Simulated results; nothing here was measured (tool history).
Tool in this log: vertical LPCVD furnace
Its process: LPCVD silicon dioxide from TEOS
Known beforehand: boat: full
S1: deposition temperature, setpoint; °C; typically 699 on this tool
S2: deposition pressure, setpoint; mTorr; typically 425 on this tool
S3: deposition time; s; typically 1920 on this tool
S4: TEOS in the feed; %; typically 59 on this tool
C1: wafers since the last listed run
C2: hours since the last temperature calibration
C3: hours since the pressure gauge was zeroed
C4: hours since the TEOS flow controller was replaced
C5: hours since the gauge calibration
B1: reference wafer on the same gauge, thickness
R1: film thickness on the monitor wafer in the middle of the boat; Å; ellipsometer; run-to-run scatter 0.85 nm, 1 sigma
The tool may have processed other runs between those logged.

run,day,S1,S2,S3,S4,C1,C2,C3,C4,C5,B1,R1
1,0.000,699,425,1920,59,0,3638.0,2327.0,5005.5,1030.8,270.31,2705.5
2,2.450,699,425,1920,59,1037,3696.8,2385.8,5064.3,1089.6,270.12,2719.2
3,4.525,699,425,1920,59,879,3746.6,2435.6,5114.1,1139.4,269.95,2706.7
4,6.625,699,425,1920,59,889,3797.0,2486.0,5164.5,1189.8,269.98,2718.6
5,9.379,699,425,1920,59,1166,3863.1,2552.1,5230.6,1255.9,269.90,2713.7
6,10.508,699,425,1920,59,478,3890.2,2579.2,5257.7,1283.0,269.80,2714.6
# day 12.996: TEOS flow controller replaced
7,13.017,704,425,1920,59,639,3950.4,2639.4,0.5,1343.2,270.01,3047.1
8,14.408,699,425,2460,63,589,3983.8,2672.8,33.9,1376.6,269.99,3600.7
9,15.762,699,425,1920,59,573,4016.3,2705.3,66.4,1409.1,270.03,2721.6
10,17.396,699,495,2580,59,691,4055.5,2744.5,105.6,1448.3,269.91,3893.2
11,18.533,699,425,1920,59,481,4082.8,2771.8,132.9,1475.6,269.93,2708.5
# day 21.292: pressure gauge zeroed
12,21.312,708,425,1620,62,753,4149.5,0.5,199.6,1542.3,270.08,2791.9
13,22.158,699,395,1920,59,358,4169.8,20.8,219.9,1562.6,269.96,2529.0
14,24.983,699,365,1320,64,1196,4237.6,88.6,287.7,1630.4,269.86,1759.9
15,33.000,699,380,1920,53,3396,4430.0,281.0,480.1,1822.8,269.95,2377.6
16,34.321,699,340,2400,59,559,4461.7,312.7,511.8,1854.5,270.00,2967.1
# day 35.158: gauge calibrated
17,35.446,699,425,1920,59,476,4488.7,339.7,538.8,6.9,269.98,2672.5
# day 38.362: thermocouples replaced and temperature profile calibrated
18,38.383,692,380,1920,51,820,0.5,410.2,609.3,77.4,270.13,1888.0
19,40.258,699,425,1920,70,794,45.5,455.2,654.3,122.4,269.93,2770.5
20,45.496,691,425,1920,59,2218,171.2,580.9,780.0,248.1,269.92,2126.5
21,48.025,699,425,1920,59,1071,231.9,641.6,840.7,308.8,270.10,2580.2
22,50.846,703,370,1920,59,1195,299.6,709.3,908.4,376.5,269.97,2643.6
23,52.304,699,425,1920,59,617,334.6,744.3,943.4,411.5,270.01,2574.1
24,53.838,706,425,2310,59,649,371.4,781.1,980.2,448.3,270.11,3675.8
25,58.762,704,470,1920,70,2086,489.6,899.3,1098.4,566.5,269.80,3333.9
26,60.708,699,425,1920,59,824,536.3,946.0,1145.1,613.2,269.93,2601.1
27,63.050,699,330,1530,59,992,592.5,1002.2,1201.3,669.4,269.92,1844.3
28,65.262,695,460,1920,59,937,645.6,1055.3,1254.4,722.5,270.02,2491.0
29,67.471,699,425,1920,59,935,698.6,1108.3,1307.4,775.5,270.01,2625.2
30,70.221,699,425,1920,59,1165,764.6,1174.3,1373.4,841.5,270.00,2617.7

Some steps in R1, run to run, broken into two amounts with sign: the step expected even without the hidden condition (settings, incoming material, random variation), and the rest, left for the hidden condition together with whatever gauge scatter is not in both the measured and the hidden-condition-free result:
Hidden state present: true tube temperature minus thermocouple reading, K; true pressure minus gauge reading, mTorr; deviation of the TEOS flow from its setpoint, %; gauge reads high (%).
Run 9 -> 10: S2 425 -> 495, S3 1920 -> 2580. R1 +1171.6 Å: hidden state +84.0, all else +1087.6.
Run 10 -> 11: S2 495 -> 425, S3 2580 -> 1920. R1 -1184.7 Å: hidden state -84.4, all else -1100.3.
Run 17 -> 18: S1 699 -> 692, S2 425 -> 380, S4 59 -> 51, thermocouples replaced and temperature profile calibrated. R1 -784.5 Å: hidden state -130.1, all else -654.4.
Run 23 -> 24: S1 699 -> 706, S3 1920 -> 2310. R1 +1101.7 Å: hidden state +43.7, all else +1058.0.
